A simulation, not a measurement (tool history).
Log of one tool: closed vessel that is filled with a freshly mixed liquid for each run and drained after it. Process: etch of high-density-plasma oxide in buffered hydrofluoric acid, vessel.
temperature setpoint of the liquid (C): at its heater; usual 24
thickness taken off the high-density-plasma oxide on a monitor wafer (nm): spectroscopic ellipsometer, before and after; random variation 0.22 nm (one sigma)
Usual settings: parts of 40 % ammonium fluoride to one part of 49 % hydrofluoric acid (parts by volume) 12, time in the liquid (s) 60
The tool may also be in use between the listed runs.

| run | hour | temperature setpoint of the liquid (C) | parts of 40 % ammonium fluoride to one part of 49 % hydrofluoric acid (parts by volume) | time in the liquid (s) | wafers since the last listed run | hours since the thermometer was replaced | hours since the hydrofluoric acid flow meter was replaced | hours since the gauge calibration | read-back film thickness of the high-density-plasma oxide reference wafer, read on the same gauge (nm) | thickness taken off the high-density-plasma oxide on a monitor wafer (nm) |
|---|---|---|---|---|---|---|---|---|---|---|
| 1 | 0 | 24 | 12 | 60 | 0 | 264.5 | 1725.2 | 313.1 | 100 | 72.58 |
| 2 | 21.6 | 24 | 12 | 60 | 2137 | 286.1 | 1746.8 | 334.7 | 99.99 | 71.86 |
| 3 | 43.9 | 24 | 12 | 60 | 2206 | 308.4 | 1769.1 | 357 | 100 | 72.49 |
| 4 | 72.1 | 24 | 12 | 60 | 2790 | 336.6 | 1797.3 | 385.2 | 100 | 72.52 |
| 5 | 95.2 | 24 | 12 | 60 | 2286 | 359.7 | 1820.4 | 408.3 | 99.97 | 72.42 |
| 6 | 107.5 | 24 | 12 | 60 | 1217 | 372 | 1832.7 | 420.6 | 100.01 | 72.05 |
| 7 | 121 | 24 | 12 | 60 | 1336 | 385.5 | 1846.2 | 434.1 | 99.99 | 72.51 |
| 8 | 205.9 | 24 | 12 | 60 | 8402 | 470.4 | 1931.1 | 519 | 100 | 72.63 |
| 9 | 234.9 | 24 | 12 | 60 | 2870 | 499.4 | 1960.1 | 548 | 100 | 72.85 |
| 10 | 248.1 | 24 | 12 | 60 | 1306 | 512.6 | 1973.3 | 561.2 | 100 | 72.97 |
| 11 | 260.8 | 24 | 12 | 60 | 1256 | 525.3 | 1986 | 573.9 | 100 | 73 |
| 12 | 287.6 | 24 | 12 | 60 | 2652 | 552.1 | 2012.8 | 600.7 | 99.99 | 72.62 |
| 13 | 315.5 | 24 | 12 | 60 | 2761 | 580 | 2040.7 | 628.6 | 100.02 | 73.39 |
| 14 | 334 | 24 | 16 | 30 | 1830 | 598.5 | 2059.2 | 647.1 | 100 | 27.52 |
| 15 | 366.8 | 26 | 15.5 | 80 | 3246 | 631.3 | 2092 | 679.9 | 100 | 85 |
|  | 375.7 | hydrofluoric acid flow meter replaced |
|  | 400.7 | thermometer replaced |
| 16 | 402.4 | 26.5 | 8.5 | 50 | 3325 | 1.7 | 26.7 | 715.5 | 100 | 92.38 |
| 17 | 426.2 | 24 | 12 | 60 | 2355 | 25.5 | 50.5 | 739.3 | 100 | 71.07 |
| 18 | 459.6 | 21 | 8.5 | 35 | 3305 | 58.9 | 83.9 | 772.7 | 99.98 | 48.17 |
| 19 | 487.5 | 19 | 15 | 60 | 2761 | 86.8 | 111.8 | 800.6 | 100 | 43.4 |
| 20 | 518 | 24 | 12 | 60 | 3018 | 117.3 | 142.3 | 831.1 | 100 | 71.78 |
|  | 522.8 | gauge calibrated |
| 21 | 578.4 | 24 | 12 | 90 | 5977 | 177.7 | 202.7 | 55.6 | 100 | 108.32 |
| 22 | 595.3 | 26 | 16.5 | 60 | 1672 | 194.6 | 219.6 | 72.5 | 100 | 58.97 |
| 23 | 619.7 | 24 | 12 | 45 | 2414 | 219 | 244 | 96.9 | 100.01 | 53.93 |
| 24 | 649.3 | 24 | 12 | 60 | 2929 | 248.6 | 273.6 | 126.5 | 99.99 | 72.13 |
| 25 | 676.9 | 28 | 13.5 | 35 | 2731 | 276.2 | 301.2 | 154.1 | 99.99 | 46.59 |
| 26 | 697.9 | 29 | 10.5 | 95 | 2078 | 297.2 | 322.2 | 175.1 | 100 | 170.09 |
| 27 | 718.1 | 24 | 12 | 80 | 1999 | 317.4 | 342.4 | 195.3 | 100 | 96.54 |

5 ways to go on from here, each from the tool as it stands after run 27. What would each give?
| A | 718.8 | 24 | 14 | 60 | 69 | 318.1 | 343.1 | 196 | ? | ? |
| B | 718.8 | 29 | 12 | 60 | 69 | 318.1 | 343.1 | 196 | ? | ? |
| C | 718.8 | 19 | 9.5 | 40 | 69 | 318.1 | 343.1 | 196 | ? | ? |
| D | 718.8 | 25.5 | 13.5 | 85 | 69 | 318.1 | 343.1 | 196 | ? | ? |
| E | 718.8 | 20.5 | 10.5 | 60 | 69 | 318.1 | 343.1 | 196 | ? | ? |

| run | read-back film thickness of the high-density-plasma oxide reference wafer, read on the same gauge (nm) | thickness taken off the high-density-plasma oxide on a monitor wafer (nm) |
|---|---|---|
| A | 99.98 | 62.16 |
| B | 99.98 | 94.5 |
| C | 99.98 | 45.09 |
| D | 99.98 | 98.99 |
| E | 99.98 | 67.91 |
Without the tool's hidden state the same runs would have given:
| run | thickness taken off the high-density-plasma oxide on a monitor wafer (nm) |
|---|---|
| A | 61.28 |
| B | 93.22 |
| C | 44.43 |
| D | 97.61 |
| E | 66.93 |

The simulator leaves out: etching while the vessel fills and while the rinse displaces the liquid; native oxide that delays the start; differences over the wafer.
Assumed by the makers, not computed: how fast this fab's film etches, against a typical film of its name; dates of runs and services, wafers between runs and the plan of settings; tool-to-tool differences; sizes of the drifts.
